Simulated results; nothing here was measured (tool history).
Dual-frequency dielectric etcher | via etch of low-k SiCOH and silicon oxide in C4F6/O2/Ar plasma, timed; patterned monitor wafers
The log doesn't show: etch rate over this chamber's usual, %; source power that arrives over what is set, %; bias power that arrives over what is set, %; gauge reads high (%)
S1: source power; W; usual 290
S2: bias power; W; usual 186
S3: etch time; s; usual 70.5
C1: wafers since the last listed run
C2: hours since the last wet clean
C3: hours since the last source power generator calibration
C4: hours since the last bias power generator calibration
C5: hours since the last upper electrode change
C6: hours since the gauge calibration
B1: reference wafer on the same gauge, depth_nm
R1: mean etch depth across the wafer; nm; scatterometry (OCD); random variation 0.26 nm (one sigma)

{"run": 1, "hour": 0.0, "S1": 290, "S2": 186, "S3": 70.5, "C1": 0, "C2": 110.3, "C3": 1527.9, "C4": 2690.8, "C5": 4775.3, "C6": 250.3, "B1": 162.0, "R1": 174.4}
{"run": 2, "hour": 16.1, "S1": 340, "S2": 186, "S3": 70.5, "C1": 117, "C2": 126.4, "C3": 1544.0, "C4": 2706.9, "C5": 4791.4, "C6": 266.4, "B1": 162.0, "R1": 191.6}
{"run": 3, "hour": 25.3, "S1": 290, "S2": 186, "S3": 70.5, "C1": 67, "C2": 135.6, "C3": 1553.2, "C4": 2716.1, "C5": 4800.6, "C6": 275.6, "B1": 162.0, "R1": 174.5}
{"run": 4, "hour": 35.9, "S1": 290, "S2": 186, "S3": 70.5, "C1": 77, "C2": 146.2, "C3": 1563.8, "C4": 2726.7, "C5": 4811.2, "C6": 286.2, "B1": 162.0, "R1": 174.5}
{"run": 5, "hour": 52.8, "S1": 290, "S2": 186, "S3": 70.5, "C1": 123, "C2": 163.1, "C3": 1580.7, "C4": 2743.6, "C5": 4828.1, "C6": 303.1, "B1": 162.0, "R1": 173.9}
{"run": 6, "hour": 60.2, "S1": 290, "S2": 186, "S3": 70.5, "C1": 54, "C2": 170.5, "C3": 1588.1, "C4": 2751.0, "C5": 4835.5, "C6": 310.5, "B1": 162.0, "R1": 174.0}
{"run": 7, "hour": 72.9, "S1": 290, "S2": 186, "S3": 70.5, "C1": 93, "C2": 183.2, "C3": 1600.8, "C4": 2763.7, "C5": 4848.2, "C6": 323.2, "B1": 162.0, "R1": 174.6}
{"run": 8, "hour": 81.1, "S1": 290, "S2": 186, "S3": 70.5, "C1": 60, "C2": 191.4, "C3": 1609.0, "C4": 2771.9, "C5": 4856.4, "C6": 331.4, "B1": 162.0, "R1": 174.5}
{"run": 9, "hour": 93.2, "S1": 290, "S2": 186, "S3": 70.5, "C1": 88, "C2": 203.5, "C3": 1621.1, "C4": 2784.0, "C5": 4868.5, "C6": 343.5, "B1": 161.9, "R1": 174.4}
{"run": 10, "hour": 103.5, "S1": 290, "S2": 186, "S3": 70.5, "C1": 75, "C2": 213.8, "C3": 1631.4, "C4": 2794.3, "C5": 4878.8, "C6": 353.8, "B1": 162.0, "R1": 174.7}
{"run": 11, "hour": 112.3, "S1": 290, "S2": 186, "S3": 70.5, "C1": 64, "C2": 222.6, "C3": 1640.2, "C4": 2803.1, "C5": 4887.6, "C6": 362.6, "B1": 162.1, "R1": 174.0}
{"hour": 142.5, "done": "upper electrode replaced"}
{"run": 12, "hour": 143.0, "S1": 220, "S2": 144, "S3": 70.5, "C1": 49, "C2": 253.3, "C3": 1670.9, "C4": 2833.8, "C5": 0.5, "C6": 393.3, "B1": 162.0, "R1": 126.8}
{"run": 13, "hour": 143.4, "S1": 260, "S2": 207, "S3": 59.0, "C1": 2, "C2": 253.7, "C3": 1671.3, "C4": 2834.2, "C5": 0.9, "C6": 393.7, "B1": 162.0, "R1": 143.7}
{"run": 14, "hour": 147.8, "S1": 290, "S2": 186, "S3": 70.5, "C1": 32, "C2": 258.1, "C3": 1675.7, "C4": 2838.6, "C5": 5.3, "C6": 398.1, "B1": 162.0, "R1": 174.8}
{"run": 15, "hour": 162.5, "S1": 290, "S2": 216, "S3": 65.0, "C1": 107, "C2": 272.8, "C3": 1690.4, "C4": 2853.3, "C5": 20.0, "C6": 412.8, "B1": 162.0, "R1": 173.4}
{"run": 16, "hour": 171.0, "S1": 260, "S2": 186, "S3": 53.5, "C1": 62, "C2": 281.3, "C3": 1698.9, "C4": 2861.8, "C5": 28.5, "C6": 421.3, "B1": 162.0, "R1": 124.0}
{"run": 17, "hour": 186.8, "S1": 250, "S2": 186, "S3": 89.5, "C1": 115, "C2": 297.1, "C3": 1714.7, "C4": 2877.6, "C5": 44.3, "C6": 437.1, "B1": 162.0, "R1": 201.5}
{"hour": 204.6, "done": "source power generator calibrated"}
{"hour": 220.0, "done": "wet clean of the chamber"}
{"run": 18, "hour": 220.5, "S1": 290, "S2": 186, "S3": 70.5, "C1": 104, "C2": 0.5, "C3": 15.9, "C4": 2911.3, "C5": 78.0, "C6": 470.8, "B1": 162.0, "R1": 171.7}
{"run": 19, "hour": 220.8, "S1": 290, "S2": 186, "S3": 70.5, "C1": 2, "C2": 0.8, "C3": 16.2, "C4": 2911.6, "C5": 78.3, "C6": 471.1, "B1": 162.0, "R1": 171.3}
{"run": 20, "hour": 221.2, "S1": 290, "S2": 186, "S3": 70.5, "C1": 2, "C2": 1.2, "C3": 16.6, "C4": 2912.0, "C5": 78.7, "C6": 471.5, "B1": 162.1, "R1": 171.9}
{"run": 21, "hour": 229.9, "S1": 290, "S2": 186, "S3": 87.0, "C1": 63, "C2": 9.9, "C3": 25.3, "C4": 2920.7, "C5": 87.4, "C6": 480.2, "B1": 162.0, "R1": 211.5}
{"hour": 230.1, "done": "gauge calibrated"}
{"run": 22, "hour": 239.4, "S1": 290, "S2": 162, "S3": 70.5, "C1": 69, "C2": 19.4, "C3": 34.8, "C4": 2930.2, "C5": 96.9, "C6": 9.3, "B1": 161.9, "R1": 160.0}
{"hour": 259.4, "done": "bias power generator calibrated"}
{"run": 23, "hour": 272.4, "S1": 290, "S2": 186, "S3": 70.5, "C1": 212, "C2": 52.4, "C3": 67.8, "C4": 13.0, "C5": 129.9, "C6": 42.3, "B1": 162.0, "R1": 171.5}
{"run": 24, "hour": 285.2, "S1": 250, "S2": 219, "S3": 63.0, "C1": 93, "C2": 65.2, "C3": 80.6, "C4": 25.8, "C5": 142.7, "C6": 55.1, "B1": 162.0, "R1": 151.1}
{"run": 25, "hour": 302.9, "S1": 250, "S2": 229, "S3": 86.5, "C1": 129, "C2": 82.9, "C3": 98.3, "C4": 43.5, "C5": 160.4, "C6": 72.8, "B1": 162.0, "R1": 212.0}
{"run": 26, "hour": 311.2, "S1": 290, "S2": 186, "S3": 70.5, "C1": 60, "C2": 91.2, "C3": 106.6, "C4": 51.8, "C5": 168.7, "C6": 81.1, "B1": 162.0, "R1": 171.4}
{"run": 27, "hour": 327.8, "S1": 290, "S2": 209, "S3": 56.0, "C1": 121, "C2": 107.8, "C3": 123.2, "C4": 68.4, "C5": 185.3, "C6": 97.7, "B1": 162.1, "R1": 143.8}
{"run": 28, "hour": 341.1, "S1": 310, "S2": 206, "S3": 81.5, "C1": 97, "C2": 121.1, "C3": 136.5, "C4": 81.7, "C5": 198.6, "C6": 111.0, "B1": 162.0, "R1": 216.3}
{"run": 29, "hour": 355.9, "S1": 240, "S2": 186, "S3": 84.0, "C1": 108, "C2": 135.9, "C3": 151.3, "C4": 96.5, "C5": 213.4, "C6": 125.8, "B1": 162.0, "R1": 181.3}
{"run": 30, "hour": 371.6, "S1": 290, "S2": 186, "S3": 70.5, "C1": 115, "C2": 151.6, "C3": 167.0, "C4": 112.2, "C5": 229.1, "C6": 141.5, "B1": 162.0, "R1": 170.7}

The tool's hidden state at each run:
bias power that arrives over what is set, %: 0 in every run
gauge reads high (%): 0 in every run
H1: etch rate over this chamber's usual, %
H2: source power that arrives over what is set, %
run=1 H1=-0.187 H2=3.52
run=2 H1=-0.222 H2=3.6
run=3 H1=-0.242 H2=3.64
run=4 H1=-0.266 H2=3.69
run=5 H1=-0.303 H2=3.77
run=6 H1=-0.319 H2=3.81
run=7 H1=-0.347 H2=3.87
run=8 H1=-0.365 H2=3.91
run=9 H1=-0.391 H2=3.97
run=10 H1=-0.414 H2=4.02
run=11 H1=-0.433 H2=4.07
run=12 H1=-0.5 H2=4.22
run=13 H1=-0.501 H2=4.23
run=14 H1=-0.511 H2=4.25
run=15 H1=-0.543 H2=4.32
run=16 H1=-0.562 H2=4.37
run=17 H1=-0.596 H2=4.45
run=18 H1=0.0888 H2=0.204
run=19 H1=0.0881 H2=0.204
run=20 H1=0.0873 H2=0.204
run=21 H1=0.0682 H2=0.204
run=22 H1=0.0474 H2=0.205
run=23 H1=-0.0249 H2=0.21
run=24 H1=-0.053 H2=0.213
run=25 H1=-0.0918 H2=0.218
run=26 H1=-0.11 H2=0.221
run=27 H1=-0.146 H2=0.226
run=28 H1=-0.175 H2=0.232
run=29 H1=-0.208 H2=0.238
run=30 H1=-0.242 H2=0.246
